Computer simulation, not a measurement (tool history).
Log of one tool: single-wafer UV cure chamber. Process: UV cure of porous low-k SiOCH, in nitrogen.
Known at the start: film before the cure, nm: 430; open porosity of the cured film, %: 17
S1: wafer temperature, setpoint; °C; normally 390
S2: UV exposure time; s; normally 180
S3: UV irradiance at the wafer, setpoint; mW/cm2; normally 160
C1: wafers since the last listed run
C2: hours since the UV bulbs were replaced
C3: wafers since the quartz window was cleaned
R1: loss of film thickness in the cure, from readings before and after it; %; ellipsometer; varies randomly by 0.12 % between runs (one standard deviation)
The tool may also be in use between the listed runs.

Run 1, hour 0.0: usual settings but S3 152 mW/cm2; C1 0; C2 1896.8; C3 519. Result: R1 11.936 %.
Run 2, hour 105.5: usual settings but S3 152 mW/cm2; C1 731; C2 2002.3; C3 1250. Result: R1 11.921 %.
Run 3, hour 181.7: usual settings; C1 528; C2 2078.5; C3 1778. Result: R1 11.997 %.
Run 4, hour 264.8: usual settings; C1 575; C2 2161.6; C3 2354. Result: R1 11.953 %.
Run 5, hour 363.2: usual settings; C1 681; C2 2260.0; C3 3036. Result: R1 11.799 %.
At hour 433.7: quartz window cleaned.
Run 6, hour 437.8: usual settings; C1 461; C2 2334.6; C3 28. Result: R1 11.453 %.
Run 7, hour 531.0: usual settings; C1 645; C2 2427.8; C3 674. Result: R1 11.153 %.
Run 8, hour 633.7: usual settings but S1 405 °C; C1 711; C2 2530.5; C3 1385. Result: R1 11.531 %.
Run 9, hour 702.4: usual settings; C1 476; C2 2599.2; C3 1862. Result: R1 10.986 %.
At hour 770.0: UV bulbs replaced.
Run 10, hour 791.8: usual settings; C1 564; C2 21.8; C3 2426. Result: R1 11.034 %.
Run 11, hour 838.0: usual settings; C1 320; C2 68.0; C3 2746. Result: R1 10.931 %.
Run 12, hour 921.7: usual settings; C1 580; C2 151.7; C3 3326. Result: R1 11.047 %.
At hour 992.1: quartz window cleaned, repeated, since the last time left the tool worse.
Run 13, hour 998.1: usual settings but S3 182 mW/cm2; C1 473; C2 228.1; C3 41. Result: R1 12.813 %.
Run 14, hour 1044.9: usual settings but S3 182 mW/cm2; C1 324; C2 274.9; C3 365. Result: R1 12.749 %.
Run 15, hour 1085.1: usual settings but S3 182 mW/cm2; C1 278; C2 315.1; C3 644. Result: R1 12.695 %.
Run 16, hour 1169.5: usual settings; C1 584; C2 399.5; C3 1228. Result: R1 11.981 %.
Run 17, hour 1275.2: usual settings; C1 732; C2 505.2; C3 1961. Result: R1 12.115 %.
Run 18, hour 1338.5: usual settings but S1 371 °C, S3 143 mW/cm2; C1 438; C2 568.5; C3 2400. Result: R1 11.024 %.
Run 19, hour 1380.3: usual settings but S1 403 °C, S3 180 mW/cm2; C1 289; C2 610.3; C3 2689. Result: R1 12.740 %.
Run 20, hour 1435.2: usual settings but S3 126 mW/cm2; C1 380; C2 665.2; C3 3070. Result: R1 10.713 %.
At hour 1459.2: quartz window cleaned.
Run 21, hour 1490.1: usual settings; C1 324; C2 720.1; C3 213. Result: R1 12.142 %.
Run 22, hour 1553.1: usual settings but S1 382 °C, S2 120 s, S3 127 mW/cm2; C1 436; C2 783.1; C3 650. Result: R1 9.077 %.
Run 23, hour 1595.4: usual settings but S1 408 °C, S2 140 s, S3 127 mW/cm2; C1 293; C2 825.4; C3 943. Result: R1 10.186 %.
Run 24, hour 1702.3: usual settings but S1 377 °C, S3 138 mW/cm2; C1 740; C2 932.3; C3 1684. Result: R1 11.111 %.
Run 25, hour 1787.0: usual settings; C1 586; C2 1017.0; C3 2271. Result: R1 11.794 %.
Run 26, hour 1853.0: usual settings but S1 403 °C, S2 70 s; C1 457; C2 1083.0; C3 2728. Result: R1 7.863 %.
Run 27, hour 1919.5: usual settings but S1 374 °C; C1 460; C2 1149.5; C3 3189. Result: R1 11.647 %.
At hour 1941.5: quartz window cleaned.
Run 28, hour 1990.7: usual settings but S1 402 °C, S3 170 mW/cm2; C1 437; C2 1220.7; C3 340. Result: R1 12.854 %.
Run 29, hour 2098.1: usual settings; C1 744; C2 1328.1; C3 1084. Result: R1 12.188 %.
Run 30, hour 2158.4: usual settings but S1 384 °C; C1 417; C2 1388.4; C3 1502. Result: R1 11.939 %.
Run 31, hour 2254.4: usual settings but S1 403 °C, S2 70 s; C1 665; C2 1484.4; C3 2167. Result: R1 7.924 %.

Consider 4 possible next runs. They are alternatives, not a sequence: every one starts from the tool as it was left by run 31. What does each give?
Run A, hour 2254.9: usual settings; C1 3; C2 1484.9; C3 2171. Result: R1 ?.
Run B, hour 2254.9: usual settings but S1 384 °C, S2 265 s, S3 195 mW/cm2; C1 3; C2 1484.9; C3 2171. Result: R1 ?.
Run C, hour 2254.9: usual settings but S1 400 °C, S3 143 mW/cm2; C1 3; C2 1484.9; C3 2171. Result: R1 ?.
Run D, hour 2254.9: usual settings but S1 382 °C, S2 255 s, S3 186 mW/cm2; C1 3; C2 1484.9; C3 2171. Result: R1 ?.

run      R1
  A  11.837
  B  14.564
  C  11.492
  D  14.099
Without the tool's unlogged condition, the same runs would have read:
run      R1
  A  12.308
  B  15.059
  C  11.959
  D  14.591
